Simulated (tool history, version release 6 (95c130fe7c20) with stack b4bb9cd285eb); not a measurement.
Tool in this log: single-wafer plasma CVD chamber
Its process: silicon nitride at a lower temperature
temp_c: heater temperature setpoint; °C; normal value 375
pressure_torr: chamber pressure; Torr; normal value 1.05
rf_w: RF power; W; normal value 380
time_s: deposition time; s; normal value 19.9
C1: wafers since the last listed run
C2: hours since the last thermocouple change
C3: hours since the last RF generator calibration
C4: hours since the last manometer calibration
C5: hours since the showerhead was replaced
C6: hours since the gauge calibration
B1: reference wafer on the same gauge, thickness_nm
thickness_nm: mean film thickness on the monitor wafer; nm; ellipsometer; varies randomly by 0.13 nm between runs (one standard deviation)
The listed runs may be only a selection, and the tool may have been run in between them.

{"run": 1, "hour": 0.0, "temp_c": 375, "pressure_torr": 1.05, "rf_w": 380, "time_s": 19.9, "C1": 0, "C2": 1222.1, "C3": 1927.6, "C4": 2230.4, "C5": 7470.1, "C6": 282.8, "B1": 23.6, "thickness_nm": 23.314}
{"run": 2, "hour": 32.9, "temp_c": 375, "pressure_torr": 1.05, "rf_w": 380, "time_s": 19.9, "C1": 651, "C2": 1255, "C3": 1960.5, "C4": 2263.3, "C5": 7503, "C6": 315.7, "B1": 23.617, "thickness_nm": 23.091}
{"run": 3, "hour": 60.3, "temp_c": 375, "pressure_torr": 0.94, "rf_w": 380, "time_s": 20.8, "C1": 542, "C2": 1282.4, "C3": 1987.9, "C4": 2290.7, "C5": 7530.4, "C6": 343.1, "B1": 23.66, "thickness_nm": 23.382}
{"run": 4, "hour": 109.0, "temp_c": 375, "pressure_torr": 0.94, "rf_w": 380, "time_s": 20.8, "C1": 964, "C2": 1331.1, "C3": 2036.6, "C4": 2339.4, "C5": 7579.1, "C6": 391.8, "B1": 23.683, "thickness_nm": 23.41}
{"run": 5, "hour": 136.1, "temp_c": 375, "pressure_torr": 0.94, "rf_w": 380, "time_s": 20.8, "C1": 536, "C2": 1358.2, "C3": 2063.7, "C4": 2366.5, "C5": 7606.2, "C6": 418.9, "B1": 23.764, "thickness_nm": 23.695}
{"run": 6, "hour": 172.0, "temp_c": 375, "pressure_torr": 1.05, "rf_w": 380, "time_s": 19.9, "C1": 710, "C2": 1394.1, "C3": 2099.6, "C4": 2402.4, "C5": 7642.1, "C6": 454.8, "B1": 23.787, "thickness_nm": 23.451}
{"run": 7, "hour": 208.0, "temp_c": 375, "pressure_torr": 1.05, "rf_w": 380, "time_s": 19.9, "C1": 712, "C2": 1430.1, "C3": 2135.6, "C4": 2438.4, "C5": 7678.1, "C6": 490.8, "B1": 23.79, "thickness_nm": 23.644}
{"run": 8, "hour": 225.2, "temp_c": 375, "pressure_torr": 1.05, "rf_w": 380, "time_s": 19.9, "C1": 340, "C2": 1447.3, "C3": 2152.8, "C4": 2455.6, "C5": 7695.3, "C6": 508, "B1": 23.875, "thickness_nm": 23.56}
{"run": 9, "hour": 241.9, "temp_c": 364, "pressure_torr": 1.05, "rf_w": 380, "time_s": 19.9, "C1": 330, "C2": 1464, "C3": 2169.5, "C4": 2472.3, "C5": 7712, "C6": 524.7, "B1": 23.855, "thickness_nm": 23.566}
{"hour": 262.5, "done": "thermocouple changed; heater temperature recalibrated"}
{"run": 10, "hour": 270.4, "temp_c": 364, "pressure_torr": 1.05, "rf_w": 380, "time_s": 19.9, "C1": 405, "C2": 7.9, "C3": 2198, "C4": 2500.8, "C5": 7740.5, "C6": 553.2, "B1": 23.862, "thickness_nm": 23.449}
{"hour": 309.5, "done": "showerhead replaced"}
{"run": 11, "hour": 310.0, "temp_c": 375, "pressure_torr": 1.05, "rf_w": 380, "time_s": 19.9, "C1": 625, "C2": 47.5, "C3": 2237.6, "C4": 2540.4, "C5": 0.5, "C6": 592.8, "B1": 23.994, "thickness_nm": 23.796}
{"run": 12, "hour": 322.8, "temp_c": 375, "pressure_torr": 1.05, "rf_w": 380, "time_s": 19.9, "C1": 253, "C2": 60.3, "C3": 2250.4, "C4": 2553.2, "C5": 13.3, "C6": 605.6, "B1": 23.999, "thickness_nm": 23.701}
{"hour": 335.3, "done": "gauge calibrated"}
{"hour": 337.8, "done": "RF generator calibrated"}
{"run": 13, "hour": 346.7, "temp_c": 375, "pressure_torr": 1.05, "rf_w": 380, "time_s": 19.9, "C1": 314, "C2": 84.2, "C3": 8.9, "C4": 2577.1, "C5": 37.2, "C6": 11.4, "B1": 23.481, "thickness_nm": 23.213}
{"hour": 451.6, "done": "capacitance manometer re-zeroed and calibrated"}
{"run": 14, "hour": 452.1, "temp_c": 375, "pressure_torr": 1.14, "rf_w": 405, "time_s": 21.6, "C1": 1928, "C2": 189.6, "C3": 114.3, "C4": 0.5, "C5": 142.6, "C6": 116.8, "B1": 23.457, "thickness_nm": 26.473}
{"run": 15, "hour": 462.5, "temp_c": 375, "pressure_torr": 1.29, "rf_w": 400, "time_s": 23.6, "C1": 205, "C2": 200, "C3": 124.7, "C4": 10.9, "C5": 153, "C6": 127.2, "B1": 23.527, "thickness_nm": 29.916}
{"run": 16, "hour": 486.4, "temp_c": 375, "pressure_torr": 0.97, "rf_w": 380, "time_s": 17.3, "C1": 473, "C2": 223.9, "C3": 148.6, "C4": 34.8, "C5": 176.9, "C6": 151.1, "B1": 23.509, "thickness_nm": 19.599}

Run 17, settings as shown, results not yet in. Your forecast:
{"run": 17, "hour": 520.4, "temp_c": 375, "pressure_torr": 1.05, "rf_w": 380, "time_s": 19.9, "C1": 673, "C2": 257.9, "C3": 182.6, "C4": 68.8, "C5": 210.9, "C6": 185.1, "B1": "?", "thickness_nm": "?"}

B1: 23.49
thickness_nm: 23.263 nm
Take away the tool's hidden state, keep the run-to-run variation as it was, and the same run would have given thickness_nm 23.262 nm.

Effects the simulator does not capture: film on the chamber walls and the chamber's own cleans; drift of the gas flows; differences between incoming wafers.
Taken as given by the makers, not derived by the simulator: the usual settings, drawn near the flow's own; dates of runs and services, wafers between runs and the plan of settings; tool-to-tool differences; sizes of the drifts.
